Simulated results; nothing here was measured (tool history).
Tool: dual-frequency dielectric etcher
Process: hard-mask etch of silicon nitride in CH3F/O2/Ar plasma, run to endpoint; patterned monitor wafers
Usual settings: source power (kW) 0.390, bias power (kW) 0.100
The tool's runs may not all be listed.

run	hour	source power (kW)	bias power (kW)	wafers since the last listed run	hours since the last wet clean	hours since the last source power generator calibration	hours since the last bias power generator calibration	hours since the last upper electrode change	incoming incoming film thickness, nm	endpoint time (s)
1	0.0	0.390	0.100	0	481.6	2556.4	1994.5	3848.1	27.78	35.0
# hour 14.7: wet clean of the chamber
2	100.6	0.330	0.100	806	85.9	2657.0	2095.1	3948.7	27.43	36.1
3	167.4	0.330	0.100	626	152.7	2723.8	2161.9	4015.5	27.72	36.6
4	268.2	0.430	0.100	946	253.5	2824.6	2262.7	4116.3	27.61	33.3
5	452.4	0.430	0.100	1728	437.7	3008.8	2446.9	4300.5	27.52	33.6
# hour 553.3: bias power generator calibrated
6	553.8	0.390	0.115	914	539.1	3110.2	0.5	4401.9	27.37	31.5
# hour 636.9: wet clean of the chamber
7	654.2	0.390	0.115	717	17.3	3210.6	100.9	4502.3	27.49	31.1
8	718.3	0.450	0.113	601	81.4	3274.7	165.0	4566.4	27.43	29.8
9	825.3	0.430	0.100	1004	188.4	3381.7	272.0	4673.4	27.64	32.6
# hour 866.0: source power generator calibrated
10	867.1	0.390	0.100	354	230.2	1.1	313.8	4715.2	27.36	33.7
# hour 961.8: upper electrode replaced
11	973.4	0.330	0.083	772	336.5	107.4	420.1	11.6	27.46	40.1
12	1059.2	0.300	0.122	805	422.3	193.2	505.9	97.4	27.67	33.9
# hour 1164.4: wet clean of the chamber
13	1164.9	0.430	0.123	766	0.5	298.9	611.6	203.1	27.29	28.9
14	1229.1	0.390	0.090	602	64.7	363.1	675.8	267.3	27.39	35.7

Run by run, hidden condition taken away, random variation retained:
What the log doesn't record here: etch rate over this chamber's usual, %; source power that arrives over what is set, %; bias power that arrives over what is set, %.
run	endpoint time (s)
1	33.6
2	35.2
3	35.5
4	32.1
5	32.1
6	30.8
7	31.0
8	29.6
9	32.2
10	33.1
11	39.2
12	33.0
13	28.6
14	35.2
